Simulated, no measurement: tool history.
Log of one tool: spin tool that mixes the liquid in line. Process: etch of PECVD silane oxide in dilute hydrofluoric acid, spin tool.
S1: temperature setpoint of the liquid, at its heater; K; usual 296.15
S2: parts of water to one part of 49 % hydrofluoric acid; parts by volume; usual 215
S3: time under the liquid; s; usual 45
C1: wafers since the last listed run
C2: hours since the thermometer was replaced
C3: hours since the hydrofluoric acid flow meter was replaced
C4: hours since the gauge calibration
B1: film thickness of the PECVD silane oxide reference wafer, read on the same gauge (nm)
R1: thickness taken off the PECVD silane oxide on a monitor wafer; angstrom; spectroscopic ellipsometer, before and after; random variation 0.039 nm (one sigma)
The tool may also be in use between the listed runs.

Run 1, hour 0.0: usual settings; C1 0; C2 1480.1; C3 1538.4; C4 374.7; B1 129.98. Result: R1 53.9 angstrom.
Run 2, hour 51.3: usual settings; C1 759; C2 1531.4; C3 1589.7; C4 426.0; B1 130.01. Result: R1 53.7 angstrom.
Run 3, hour 158.4: usual settings; C1 1584; C2 1638.5; C3 1696.8; C4 533.1; B1 130.00. Result: R1 53.2 angstrom.
Run 4, hour 254.4: usual settings but S3 30 s; C1 1420; C2 1734.5; C3 1792.8; C4 629.1; B1 129.99. Result: R1 35.7 angstrom.
Run 5, hour 299.5: usual settings but S2 285 parts by volume; C1 667; C2 1779.6; C3 1837.9; C4 674.2; B1 130.01. Result: R1 37.3 angstrom.
Run 6, hour 399.8: usual settings but S2 285 parts by volume; C1 1484; C2 1879.9; C3 1938.2; C4 774.5; B1 130.02. Result: R1 37.5 angstrom.
At hour 549.5: gauge calibrated.
Run 7, hour 571.4: usual settings but S2 285 parts by volume; C1 2539; C2 2051.5; C3 2109.8; C4 21.9; B1 130.00. Result: R1 37.3 angstrom.
At hour 644.3: hydrofluoric acid flow meter replaced.
Run 8, hour 656.5: usual settings; C1 1244; C2 2136.6; C3 12.2; C4 107.0; B1 129.98. Result: R1 52.6 angstrom.
Run 9, hour 732.1: usual settings but S2 175 parts by volume; C1 1118; C2 2212.2; C3 87.8; C4 182.6; B1 130.02. Result: R1 67.0 angstrom.
Run 10, hour 781.9: usual settings but S2 285 parts by volume; C1 736; C2 2262.0; C3 137.6; C4 232.4; B1 129.99. Result: R1 36.9 angstrom.
Run 11, hour 842.7: usual settings but S2 165 parts by volume, S3 60 s; C1 899; C2 2322.8; C3 198.4; C4 293.2; B1 130.00. Result: R1 96.2 angstrom.
At hour 853.5: thermometer replaced.
Run 12, hour 942.6: usual settings but S1 294.65 K, S2 320 parts by volume, S3 25 s; C1 1463; C2 89.1; C3 298.3; C4 393.1; B1 130.01. Result: R1 18.0 angstrom.
Run 13, hour 993.1: usual settings but S2 125 parts by volume, S3 20 s; C1 747; C2 139.6; C3 348.8; C4 443.6; B1 130.00. Result: R1 47.2 angstrom.
Run 14, hour 1083.9: usual settings but S1 293.65 K, S2 310 parts by volume, S3 40 s; C1 1343; C2 230.4; C3 439.6; C4 534.4; B1 129.98. Result: R1 29.0 angstrom.
Run 15, hour 1137.0: usual settings; C1 785; C2 283.5; C3 492.7; C4 587.5; B1 129.99. Result: R1 55.6 angstrom.
Run 16, hour 1226.1: usual settings but S1 293.15 K, S2 115 parts by volume, S3 20 s; C1 1318; C2 372.6; C3 581.8; C4 676.6; B1 130.00. Result: R1 45.4 angstrom.

5 ways to go on from here, each from the tool as it stands after run 16. What would each give?
Run A, hour 1226.5: usual settings but S1 291.65 K; C1 5; C2 373.0; C3 582.2; C4 677.0; B1 ?. Result: R1 ?.
Run B, hour 1226.5: usual settings but S2 125 parts by volume; C1 5; C2 373.0; C3 582.2; C4 677.0; B1 ?. Result: R1 ?.
Run C, hour 1226.5: usual settings but S2 255 parts by volume, S3 25 s; C1 5; C2 373.0; C3 582.2; C4 677.0; B1 ?. Result: R1 ?.
Run D, hour 1226.5: usual settings but S1 291.15 K, S2 305 parts by volume; C1 5; C2 373.0; C3 582.2; C4 677.0; B1 ?. Result: R1 ?.
Run E, hour 1226.5: usual settings but S1 293.15 K, S2 285 parts by volume, S3 70 s; C1 5; C2 373.0; C3 582.2; C4 677.0; B1 ?. Result: R1 ?.

run      B1     R1
  A  130.01   47.4
  B  130.01  106.6
  C  130.01   25.3
  D  130.01   30.3
  E  130.01   55.2
Without the tool's hidden state the same runs would have given:
run     R1
  A   48.4
  B  109.0
  C   25.8
  D   30.9
  E   56.4
